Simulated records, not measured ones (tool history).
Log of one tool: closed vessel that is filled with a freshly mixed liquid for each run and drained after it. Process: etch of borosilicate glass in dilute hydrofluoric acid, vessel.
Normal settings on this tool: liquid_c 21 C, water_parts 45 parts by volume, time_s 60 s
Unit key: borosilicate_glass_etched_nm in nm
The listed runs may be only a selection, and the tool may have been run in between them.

run,day,liquid_c,water_parts,time_s,wafers since the last listed run,hours since the thermometer was replaced,hours since the hydrofluoric acid flow meter was replaced,hours since the gauge calibration,"read-back film thickness of the borosilicate glass reference wafer, read on the same gauge (nm)",borosilicate_glass_etched_nm
1,0,25,45,60,0,1905.9,187.8,1087.6,150,50.5
2,1.992,25,45,60,5713,1953.7,235.6,1135.4,150,50.98
3,3.85,21,60,60,5331,1998.3,280.2,1180,150.02,31.77
4,4.9,19.5,45,60,3012,2023.5,305.4,1205.2,150,40.69
5,6.779,21,45,60,5390,2068.6,350.5,1250.3,150,43.08
6,8.633,21,45,60,5319,2113.1,395,1294.8,150.04,42.99
7,10.154,24,45,60,4362,2149.6,431.5,1331.3,149.99,48.76
8,12.904,24,45,60,7889,2215.6,497.5,1397.3,150.03,48.93
9,15.771,21,45,60,8223,2284.4,566.3,1466.1,149.96,43.26
10,17.088,21,45,60,3777,2316,597.9,1497.7,150.04,42.74
11,19.358,21,30,60,6514,2370.5,652.4,1552.2,150.06,66.28
12,20.45,21,30,60,3131,2396.7,678.6,1578.4,150,66.35
13,21.783,21,35,60,3825,2428.7,710.6,1610.4,149.96,56.26
# day 22.842: thermometer replaced
14,24.471,21,35,60,7590,39.1,775.1,1674.9,150.01,51.77
# day 25.196: gauge calibrated
15,27.283,21,35,60,8068,106.6,842.6,50.1,150.01,51.93
# day 29.275: hydrofluoric acid flow meter replaced
16,30.129,21,45,60,8044,174.9,20.5,118.4,150,41.39
17,31.442,24.5,35,60,3765,206.4,52,149.9,150.01,61.65
18,34.162,18.5,45,60,7805,271.7,117.3,215.2,150.03,36.87
19,36.254,21,45,35,6000,321.9,167.5,265.4,150.01,23.84
20,38.896,21,50,60,7578,385.3,230.9,328.8,150,36.44
21,40.042,19,30,50,3287,412.8,258.4,356.3,149.96,48.44
22,42.504,21,45,60,7064,471.9,317.5,415.4,149.96,41.12
23,47.588,24.5,45,30,14582,593.9,439.5,537.4,149.98,23.71

What does the tool deliver on the next run?
24,53.612,21,45,60,17284,738.5,584.1,682,?,?

For run 24 the tool returned read-back film thickness of the borosilicate glass reference wafer, read on the same gauge (nm) 150.01, borosilicate_glass_etched_nm 40.87 nm.
With no hidden state in the tool, this same run would have given borosilicate_glass_etched_nm 40.39 nm.
